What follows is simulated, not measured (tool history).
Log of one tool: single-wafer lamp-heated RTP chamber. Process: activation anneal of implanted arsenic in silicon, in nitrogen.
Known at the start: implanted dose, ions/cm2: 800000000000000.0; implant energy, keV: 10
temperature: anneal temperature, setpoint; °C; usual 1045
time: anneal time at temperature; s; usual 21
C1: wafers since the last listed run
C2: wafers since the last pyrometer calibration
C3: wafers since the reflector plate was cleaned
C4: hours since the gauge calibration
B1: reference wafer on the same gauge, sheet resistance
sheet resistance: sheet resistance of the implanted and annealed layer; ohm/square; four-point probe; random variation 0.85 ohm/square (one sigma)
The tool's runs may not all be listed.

{"run": 1, "hour": 0.0, "temperature": 1045, "time": 21, "C1": 0, "C2": 606, "C3": 6494, "C4": 944.2, "B1": 169.79, "sheet resistance": 157.18}
{"run": 2, "hour": 55.4, "temperature": 1045, "time": 21, "C1": 967, "C2": 1573, "C3": 7462, "C4": 999.6, "B1": 170.32, "sheet resistance": 155.29}
{"hour": 86.3, "done": "gauge calibrated"}
{"run": 3, "hour": 102.7, "temperature": 1045, "time": 21, "C1": 826, "C2": 2400, "C3": 8288, "C4": 16.4, "B1": 169.97, "sheet resistance": 154.05}
{"run": 4, "hour": 144.2, "temperature": 1045, "time": 21, "C1": 725, "C2": 3125, "C3": 9013, "C4": 57.9, "B1": 170.53, "sheet resistance": 152.66}
{"run": 5, "hour": 202.8, "temperature": 1045, "time": 21, "C1": 1023, "C2": 4149, "C3": 10037, "C4": 116.5, "B1": 170.03, "sheet resistance": 152.97}
{"run": 6, "hour": 261.2, "temperature": 1045, "time": 16, "C1": 1020, "C2": 5169, "C3": 11057, "C4": 174.9, "B1": 170.11, "sheet resistance": 159.45}
{"run": 7, "hour": 301.9, "temperature": 1045, "time": 21, "C1": 711, "C2": 5880, "C3": 11768, "C4": 215.6, "B1": 170.19, "sheet resistance": 151.9}
{"hour": 350.0, "done": "pyrometer window cleaned and pyrometer calibrated"}
{"run": 8, "hour": 350.5, "temperature": 1045, "time": 21, "C1": 709, "C2": 8, "C3": 12478, "C4": 264.2, "B1": 170.21, "sheet resistance": 158.45}
{"run": 9, "hour": 384.4, "temperature": 1028, "time": 21, "C1": 592, "C2": 601, "C3": 13070, "C4": 298.1, "B1": 170.17, "sheet resistance": 164.9}
{"run": 10, "hour": 409.2, "temperature": 1028, "time": 21, "C1": 433, "C2": 1034, "C3": 13503, "C4": 322.9, "B1": 170.24, "sheet resistance": 162.18}
{"run": 11, "hour": 443.7, "temperature": 1028, "time": 21, "C1": 602, "C2": 1637, "C3": 14106, "C4": 357.4, "B1": 170.01, "sheet resistance": 162.68}
{"run": 12, "hour": 497.8, "temperature": 1029, "time": 21, "C1": 945, "C2": 2582, "C3": 15051, "C4": 411.5, "B1": 169.76, "sheet resistance": 161.83}
{"hour": 536.3, "done": "reflector plate cleaned"}
{"run": 13, "hour": 547.3, "temperature": 1054, "time": 21, "C1": 725, "C2": 3307, "C3": 192, "C4": 461, "B1": 170.37, "sheet resistance": 151.28}
{"run": 14, "hour": 580.7, "temperature": 1054, "time": 21, "C1": 583, "C2": 3890, "C3": 776, "C4": 494.4, "B1": 169.65, "sheet resistance": 150.17}
{"run": 15, "hour": 646.9, "temperature": 1035, "time": 21, "C1": 1156, "C2": 5047, "C3": 1932, "C4": 560.6, "B1": 170.14, "sheet resistance": 156.88}
{"hour": 671.5, "done": "pyrometer window cleaned and pyrometer calibrated"}
{"run": 16, "hour": 681.5, "temperature": 1045, "time": 21, "C1": 464, "C2": 175, "C3": 2397, "C4": 595.2, "B1": 170, "sheet resistance": 157.09}
{"run": 17, "hour": 757.9, "temperature": 1027, "time": 16, "C1": 1334, "C2": 1509, "C3": 3732, "C4": 671.6, "B1": 170.05, "sheet resistance": 167.7}
{"run": 18, "hour": 809.7, "temperature": 1027, "time": 29, "C1": 904, "C2": 2414, "C3": 4637, "C4": 723.4, "B1": 170.1, "sheet resistance": 155.62}
{"run": 19, "hour": 854.4, "temperature": 1062, "time": 9, "C1": 780, "C2": 3195, "C3": 5418, "C4": 768.1, "B1": 169.69, "sheet resistance": 161.75}
{"run": 20, "hour": 889.3, "temperature": 1045, "time": 21, "C1": 609, "C2": 3805, "C3": 6027, "C4": 803, "B1": 169.71, "sheet resistance": 153.34}
{"run": 21, "hour": 935.8, "temperature": 1045, "time": 15, "C1": 812, "C2": 4617, "C3": 6840, "C4": 849.5, "B1": 170.31, "sheet resistance": 159.58}
{"hour": 997.4, "done": "pyrometer window cleaned and pyrometer calibrated"}
{"run": 22, "hour": 1001.6, "temperature": 1045, "time": 31, "C1": 1009, "C2": 73, "C3": 7849, "C4": 915.3, "B1": 170.05, "sheet resistance": 151.1}
{"run": 23, "hour": 1057.0, "temperature": 1060, "time": 12, "C1": 967, "C2": 1040, "C3": 8817, "C4": 970.7, "B1": 169.97, "sheet resistance": 158.53}
{"run": 24, "hour": 1082.4, "temperature": 1031, "time": 31, "C1": 443, "C2": 1484, "C3": 9261, "C4": 996.1, "B1": 169.49, "sheet resistance": 154.62}
{"run": 25, "hour": 1107.8, "temperature": 1074, "time": 13, "C1": 443, "C2": 1928, "C3": 9705, "C4": 1021.5, "B1": 170.11, "sheet resistance": 154.24}
{"hour": 1159.9, "done": "gauge calibrated"}
{"run": 26, "hour": 1164.8, "temperature": 1045, "time": 21, "C1": 995, "C2": 2924, "C3": 10701, "C4": 4.9, "B1": 170.05, "sheet resistance": 154.86}
{"run": 27, "hour": 1235.6, "temperature": 1045, "time": 28, "C1": 1236, "C2": 4161, "C3": 11937, "C4": 75.7, "B1": 169.93, "sheet resistance": 150.85}
{"run": 28, "hour": 1278.6, "temperature": 1019, "time": 27, "C1": 751, "C2": 4912, "C3": 12689, "C4": 118.7, "B1": 169.8, "sheet resistance": 158.11}
{"hour": 1296.8, "done": "reflector plate cleaned"}
{"run": 29, "hour": 1303.6, "temperature": 1045, "time": 14, "C1": 296, "C2": 5209, "C3": 118, "C4": 143.7, "B1": 169.67, "sheet resistance": 160.87}
{"run": 30, "hour": 1359.0, "temperature": 1016, "time": 21, "C1": 967, "C2": 6177, "C3": 1086, "C4": 199.1, "B1": 170.21, "sheet resistance": 162.95}
{"run": 31, "hour": 1388.3, "temperature": 1070, "time": 32, "C1": 511, "C2": 6689, "C3": 1598, "C4": 228.4, "B1": 170.26, "sheet resistance": 141.2}
{"hour": 1401.5, "done": "pyrometer window cleaned and pyrometer calibrated"}
{"run": 32, "hour": 1422.0, "temperature": 1023, "time": 21, "C1": 448, "C2": 357, "C3": 2047, "C4": 262.1, "B1": 169.9, "sheet resistance": 165.52}
{"run": 33, "hour": 1455.9, "temperature": 1029, "time": 21, "C1": 592, "C2": 950, "C3": 2639, "C4": 296, "B1": 170.07, "sheet resistance": 161}
{"run": 34, "hour": 1480.7, "temperature": 1045, "time": 29, "C1": 433, "C2": 1383, "C3": 3073, "C4": 320.8, "B1": 169.5, "sheet resistance": 150.62}
{"run": 35, "hour": 1529.7, "temperature": 1053, "time": 27, "C1": 856, "C2": 2239, "C3": 3929, "C4": 369.8, "B1": 169.94, "sheet resistance": 148.22}

Hidden state or all else? Some run-to-run changes of sheet resistance, split into what the settings, what came in and random variation would give without the hidden state, and what is left for the hidden state (with any gauge scatter that isn't in both results):
The hidden state here: true wafer temperature minus pyrometer reading, K; wafer temperature error from the tarnished reflector plate, K; gauge reads high (%).
Run 7 -> 8: pyrometer window cleaned and pyrometer calibrated. sheet resistance +6.55 ohm/square: hidden state +4.13, all else +2.42.
Run 15 -> 16: temperature 1035 -> 1045, pyrometer window cleaned and pyrometer calibrated. sheet resistance +0.21 ohm/square: hidden state +4.23, all else -4.02.
Run 17 -> 18: time 16 -> 29. sheet resistance -12.08 ohm/square: hidden state -0.08, all else -12.
Run 21 -> 22: time 15 -> 31, pyrometer window cleaned and pyrometer calibrated. sheet resistance -8.48 ohm/square: hidden state +4.68, all else -13.16.
Run 30 -> 31: temperature 1016 -> 1070, time 21 -> 32. sheet resistance -21.75 ohm/square: hidden state +2.79, all else -24.54.
Run 31 -> 32: temperature 1070 -> 1023, time 32 -> 21, pyrometer window cleaned and pyrometer calibrated. sheet resistance +24.32 ohm/square: hidden state +1.95, all else +22.37.
